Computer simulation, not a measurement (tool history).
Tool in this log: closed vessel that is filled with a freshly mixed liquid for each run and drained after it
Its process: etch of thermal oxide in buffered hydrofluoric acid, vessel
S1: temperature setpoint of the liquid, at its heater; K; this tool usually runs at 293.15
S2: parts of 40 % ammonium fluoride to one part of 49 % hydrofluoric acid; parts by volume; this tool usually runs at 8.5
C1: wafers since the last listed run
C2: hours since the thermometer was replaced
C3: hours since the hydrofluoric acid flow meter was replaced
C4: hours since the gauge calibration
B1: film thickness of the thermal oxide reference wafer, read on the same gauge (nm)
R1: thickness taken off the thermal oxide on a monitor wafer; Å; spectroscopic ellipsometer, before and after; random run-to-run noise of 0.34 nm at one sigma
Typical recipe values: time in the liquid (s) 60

Run 1, hour 0: usual settings but S2 9.5 parts by volume, time in the liquid (s) 35; C1 0; C2 84.6; C3 945.1; C4 153.6; B1 50.01. Result: R1 360.3 Å.
Run 2, hour 34.5: usual settings but S2 9.5 parts by volume, time in the liquid (s) 35; C1 2733; C2 119.1; C3 979.6; C4 188.1; B1 49.97. Result: R1 358.5 Å.
Run 3, hour 48.6: usual settings but S2 9.5 parts by volume, time in the liquid (s) 35; C1 1117; C2 133.2; C3 993.7; C4 202.2; B1 49.96. Result: R1 361.6 Å.
Run 4, hour 66.3: usual settings but S2 11 parts by volume; C1 1402; C2 150.9; C3 1011.4; C4 219.9; B1 50.02. Result: R1 545.7 Å.
Run 5, hour 92: usual settings but S2 11 parts by volume; C1 2036; C2 176.6; C3 1037.1; C4 245.6; B1 50.01. Result: R1 546.4 Å.
Run 6, hour 124: usual settings but time in the liquid (s) 55; C1 2535; C2 208.6; C3 1069.1; C4 277.6; B1 50. Result: R1 625.7 Å.
Run 7, hour 158.4: usual settings but time in the liquid (s) 55; C1 2725; C2 243; C3 1103.5; C4 312; B1 50. Result: R1 628.7 Å.
Run 8, hour 192.5: usual settings but time in the liquid (s) 55; C1 2701; C2 277.1; C3 1137.6; C4 346.1; B1 50. Result: R1 628.7 Å.
Run 9, hour 226.4: usual settings but S1 291.65 K; C1 2686; C2 311; C3 1171.5; C4 380; B1 50.01. Result: R1 633.8 Å.
Run 10, hour 246.2: usual settings but S1 291.65 K; C1 1568; C2 330.8; C3 1191.3; C4 399.8; B1 50. Result: R1 630.6 Å.
Run 11, hour 264.8: usual settings but S1 291.65 K; C1 1473; C2 349.4; C3 1209.9; C4 418.4; B1 50.02. Result: R1 625.7 Å.
Run 12, hour 300.4: usual settings but time in the liquid (s) 85; C1 2820; C2 385; C3 1245.5; C4 454; B1 50.01. Result: R1 969.3 Å.
Run 13, hour 323: usual settings but S2 9.5 parts by volume, time in the liquid (s) 70; C1 1790; C2 407.6; C3 1268.1; C4 476.6; B1 49.99. Result: R1 724.1 Å.
Run 14, hour 358.5: usual settings but S1 297.65 K; C1 2812; C2 443.1; C3 1303.6; C4 512.1; B1 49.99. Result: R1 868.6 Å.
At hour 368.4: thermometer replaced.
Run 15, hour 377.6: usual settings; C1 1434; C2 9.2; C3 1322.7; C4 531.2; B1 49.98. Result: R1 681.2 Å.
Run 16, hour 405.3: usual settings; C1 2194; C2 36.9; C3 1350.4; C4 558.9; B1 50. Result: R1 682.8 Å.
Run 17, hour 418.1: usual settings but S2 6 parts by volume; C1 1014; C2 49.7; C3 1363.2; C4 571.7; B1 50. Result: R1 961.5 Å.
Run 18, hour 430.7: usual settings; C1 998; C2 62.3; C3 1375.8; C4 584.3; B1 49.99. Result: R1 686.9 Å.
At hour 451.5: gauge calibrated.
Run 19, hour 454.5: usual settings but S1 298.15 K, S2 11.5 parts by volume, time in the liquid (s) 30; C1 1885; C2 86.1; C3 1399.6; C4 3; B1 50. Result: R1 343.8 Å.
At hour 475.7: hydrofluoric acid flow meter replaced.
Run 20, hour 490.2: usual settings but S1 290.15 K, S2 11.5 parts by volume, time in the liquid (s) 30; C1 2749; C2 121.8; C3 14.5; C4 38.7; B1 49.99. Result: R1 221.2 Å.
Run 21, hour 522.7: usual settings but S2 12 parts by volume, time in the liquid (s) 40; C1 2575; C2 154.3; C3 47; C4 71.2; B1 50.01. Result: R1 334.5 Å.
Run 22, hour 612.7: usual settings; C1 7131; C2 244.3; C3 137; C4 161.2; B1 50. Result: R1 681 Å.

Hidden state at the last listed run before each entry between runs and at the first one after, where it differs:
From run 14 to run 15: thermometer replaced (hour 368.4)
  no hidden state differs between the two runs
From run 18 to run 19: gauge calibrated (hour 451.5)
  no hidden state differs between the two runs
From run 19 to run 20: hydrofluoric acid flow meter replaced (hour 475.7)
  no hidden state differs between the two runs
